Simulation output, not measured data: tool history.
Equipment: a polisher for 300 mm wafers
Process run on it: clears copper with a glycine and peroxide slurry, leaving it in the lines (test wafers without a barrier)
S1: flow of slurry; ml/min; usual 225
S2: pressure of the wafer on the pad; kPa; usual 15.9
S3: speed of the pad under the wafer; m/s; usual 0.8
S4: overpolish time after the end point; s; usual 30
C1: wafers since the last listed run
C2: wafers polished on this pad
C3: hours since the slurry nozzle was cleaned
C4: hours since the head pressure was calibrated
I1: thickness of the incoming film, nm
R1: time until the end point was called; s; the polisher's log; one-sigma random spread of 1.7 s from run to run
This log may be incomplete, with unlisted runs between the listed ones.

run	hour	S1	S2	S3	S4	C1	C2	C3	C4	I1	R1
1	0	225	13.8	0.74	30	0	67	85.8	779.3	458.8	133.1
2	40.3	225	15.9	0.8	30	200	267	126.1	819.6	464.9	115.9
3	97.8	225	15.9	0.8	30	286	553	183.6	877.1	465.2	118.1
# hour 304.5: worn pad replaced by a new one
4	314.8	225	15.9	0.8	30	1059	51	400.6	1094.1	470.2	113.9
5	375.1	285	15.9	0.8	30	299	351	460.9	1154.4	462.7	107.2
6	423.1	285	15.9	0.8	30	238	589	508.9	1202.4	467.6	108.4
# hour 467.1: head pressure recalibrated
7	509.2	225	15.9	0.8	30	418	1008	595	42.1	471	117.9
# hour 597.2: worn pad replaced by a new one
8	606.4	225	15.9	0.8	30	463	45	692.2	139.3	463.5	110.7
# hour 618.3: slurry nozzle cleaned
9	667.6	225	15.9	0.8	30	299	345	49.3	200.5	461.6	112.2
10	725.8	285	15.9	0.8	30	289	634	107.5	258.7	467.7	113.6
11	789.6	285	15.9	0.8	30	317	951	171.3	322.5	470.1	112.3
12	848.6	225	17.2	0.6	30	293	1245	230.3	381.5	471.1	133.5
# hour 867: worn pad replaced by a new one
13	891	290	15.9	0.8	23	191	119	272.7	423.9	464.4	110.1
14	940.2	225	20.7	0.8	30	244	364	321.9	473.1	472.1	95.6
15	1038.3	225	15.9	0.8	30	487	852	420	571.2	464.4	112.5
# hour 1106.7: worn pad replaced by a new one
16	1110.1	295	18.6	0.9	30	337	16	491.8	643	468.8	89.2
17	1164.8	225	13.8	0.92	30	272	288	546.5	697.7	469.2	114.3
18	1261.5	190	15.9	0.68	30	481	769	643.2	794.4	467.9	129.4

Alternative continuations, all from the tool just after run 18; predict every row:
A	1262	225	15.9	0.8	30	2	772	643.7	794.9	467.3	?
B	1262	185	17.9	0.6	40	2	772	643.7	794.9	467.3	?
C	1262	155	15.9	0.8	41	2	772	643.7	794.9	467.3	?
D	1262	305	15.9	0.8	30	2	772	643.7	794.9	467.3	?
E	1262	260	13.8	0.8	36	2	772	643.7	794.9	467.3	?

run	R1
A	111
B	129.3
C	117.9
D	107.3
E	121.2
What these runs would have given with no unlogged condition in the tool:
run	R1
A	116.5
B	135.5
C	123.8
D	112.7
E	127
